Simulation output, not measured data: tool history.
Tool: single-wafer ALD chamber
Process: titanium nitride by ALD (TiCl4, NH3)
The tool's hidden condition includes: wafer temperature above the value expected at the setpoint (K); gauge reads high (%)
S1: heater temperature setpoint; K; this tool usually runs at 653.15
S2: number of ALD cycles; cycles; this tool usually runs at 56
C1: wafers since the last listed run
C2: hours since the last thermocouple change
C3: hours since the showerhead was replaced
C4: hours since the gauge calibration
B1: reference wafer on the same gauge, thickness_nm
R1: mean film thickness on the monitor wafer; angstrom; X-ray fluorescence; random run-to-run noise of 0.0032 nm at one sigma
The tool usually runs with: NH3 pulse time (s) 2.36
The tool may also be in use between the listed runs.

{"run": 1, "hour": 0.0, "S1": 661.15, "S2": 56, "NH3 pulse time (s)": 2.85, "C1": 0, "C2": 1989.5, "C3": 5471.8, "C4": 174.2, "B1": 1.176, "R1": 13.03}
{"run": 2, "hour": 22.1, "S1": 661.15, "S2": 56, "NH3 pulse time (s)": 2.85, "C1": 67, "C2": 2011.6, "C3": 5493.9, "C4": 196.3, "B1": 1.175, "R1": 12.98}
{"run": 3, "hour": 55.9, "S1": 653.15, "S2": 56, "NH3 pulse time (s)": 2.36, "C1": 102, "C2": 2045.4, "C3": 5527.7, "C4": 230.1, "B1": 1.175, "R1": 12.81}
{"run": 4, "hour": 73.7, "S1": 653.15, "S2": 56, "NH3 pulse time (s)": 2.65, "C1": 54, "C2": 2063.2, "C3": 5545.5, "C4": 247.9, "B1": 1.174, "R1": 12.86}
{"run": 5, "hour": 99.5, "S1": 653.15, "S2": 56, "NH3 pulse time (s)": 2.65, "C1": 78, "C2": 2089, "C3": 5571.3, "C4": 273.7, "B1": 1.174, "R1": 12.78}
{"run": 6, "hour": 134.3, "S1": 653.15, "S2": 56, "NH3 pulse time (s)": 2.65, "C1": 105, "C2": 2123.8, "C3": 5606.1, "C4": 308.5, "B1": 1.172, "R1": 12.86}
{"run": 7, "hour": 147.6, "S1": 663.15, "S2": 56, "NH3 pulse time (s)": 2.36, "C1": 40, "C2": 2137.1, "C3": 5619.4, "C4": 321.8, "B1": 1.172, "R1": 12.86}
{"run": 8, "hour": 174.8, "S1": 663.15, "S2": 56, "NH3 pulse time (s)": 2.36, "C1": 82, "C2": 2164.3, "C3": 5646.6, "C4": 349, "B1": 1.169, "R1": 12.78}
{"run": 9, "hour": 190.3, "S1": 653.15, "S2": 61, "NH3 pulse time (s)": 2.36, "C1": 47, "C2": 2179.8, "C3": 5662.1, "C4": 364.5, "B1": 1.169, "R1": 13.81}
{"run": 10, "hour": 217.2, "S1": 653.15, "S2": 61, "NH3 pulse time (s)": 2.36, "C1": 81, "C2": 2206.7, "C3": 5689, "C4": 391.4, "B1": 1.168, "R1": 13.82}
{"run": 11, "hour": 243.4, "S1": 653.15, "S2": 61, "NH3 pulse time (s)": 2.36, "C1": 79, "C2": 2232.9, "C3": 5715.2, "C4": 417.6, "B1": 1.168, "R1": 13.85}
{"run": 12, "hour": 272.3, "S1": 661.15, "S2": 56, "NH3 pulse time (s)": 2.36, "C1": 87, "C2": 2261.8, "C3": 5744.1, "C4": 446.5, "B1": 1.166, "R1": 12.71}
{"run": 13, "hour": 290.1, "S1": 661.15, "S2": 56, "NH3 pulse time (s)": 2.36, "C1": 54, "C2": 2279.6, "C3": 5761.9, "C4": 464.3, "B1": 1.164, "R1": 12.7}
{"run": 14, "hour": 312.1, "S1": 661.15, "S2": 56, "NH3 pulse time (s)": 2.36, "C1": 66, "C2": 2301.6, "C3": 5783.9, "C4": 486.3, "B1": 1.162, "R1": 12.69}
{"run": 15, "hour": 337.7, "S1": 643.15, "S2": 50, "NH3 pulse time (s)": 1.72, "C1": 77, "C2": 2327.2, "C3": 5809.5, "C4": 511.9, "B1": 1.16, "R1": 10.83}
{"hour": 341.2, "done": "gauge calibrated"}
{"run": 16, "hour": 367.4, "S1": 653.15, "S2": 56, "NH3 pulse time (s)": 2.36, "C1": 90, "C2": 2356.9, "C3": 5839.2, "C4": 26.2, "B1": 1.182, "R1": 12.91}
{"run": 17, "hour": 426.3, "S1": 640.15, "S2": 52, "NH3 pulse time (s)": 1.63, "C1": 178, "C2": 2415.8, "C3": 5898.1, "C4": 85.1, "B1": 1.182, "R1": 11.39}

What will run 18 give?
{"run": 18, "hour": 440.3, "S1": 646.15, "S2": 56, "NH3 pulse time (s)": 2.95, "C1": 42, "C2": 2429.8, "C3": 5912.1, "C4": 99.1, "B1": "?", "R1": "?"}

{"run 18": {"B1": 1.182, "R1": 12.87}}
The same run, on a tool lacking any hidden state, would have yielded R1 12.86 angstrom.
